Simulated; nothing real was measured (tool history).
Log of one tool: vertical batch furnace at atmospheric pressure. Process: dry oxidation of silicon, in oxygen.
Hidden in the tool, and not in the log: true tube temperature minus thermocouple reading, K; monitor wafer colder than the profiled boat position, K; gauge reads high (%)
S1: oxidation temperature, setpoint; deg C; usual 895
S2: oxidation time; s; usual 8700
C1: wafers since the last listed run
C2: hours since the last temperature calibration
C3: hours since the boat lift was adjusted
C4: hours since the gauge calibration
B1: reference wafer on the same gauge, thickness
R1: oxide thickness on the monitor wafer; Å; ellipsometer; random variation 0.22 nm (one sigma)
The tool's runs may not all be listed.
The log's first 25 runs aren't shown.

run,day,S1,S2,C1,C2,C3,C4,B1,R1
26,19.088,895,8700,170,2024.8,144.1,73.2,47.23,539.1
27,22.025,902,5850,868,2095.3,214.6,143.7,47.2,452.7
28,22.983,895,8700,283,2118.3,237.6,166.7,47.21,544.2
29,23.825,874,10500,248,2138.5,257.8,186.9,47.19,498.7
# day 24.933: thermocouples replaced and temperature profile calibrated
30,24.954,895,8700,38,0.5,284.9,214,47.22,519.6
31,27.325,909,11940,701,57.4,341.8,270.9,47.19,729.4
32,28.083,878,5010,224,75.6,360,289.1,47.22,320.5
33,29.692,911,12510,475,114.2,398.6,327.7,47.25,767.7
34,30.592,907,8700,266,135.8,420.2,349.3,47.16,585.9
35,31.104,883,8700,151,148.1,432.5,361.6,47.23,469.4
36,31.783,895,10890,200,164.4,448.8,377.9,47.18,603.6
37,32.325,887,4860,160,177.4,461.8,390.9,47.22,343.5
38,32.812,885,4650,144,189.1,473.5,402.6,47.19,328.4
39,35.638,895,9870,835,256.9,541.3,470.4,47.22,574.8

4 ways to go on from here, each from the tool as it stands after run 39. What would each give?
A,35.879,895,12210,71,262.7,547.1,476.2,?,?
B,35.879,895,5910,71,262.7,547.1,476.2,?,?
C,35.879,895,5100,71,262.7,547.1,476.2,?,?
D,35.879,920,7110,71,262.7,547.1,476.2,?,?

run,B1,R1
A,47.19,647.2
B,47.19,409.4
C,47.19,374.7
D,47.19,575.8
Without the tool's hidden state the same runs would have given:
run,R1
A,634.6
B,401.9
C,367.9
D,565.2
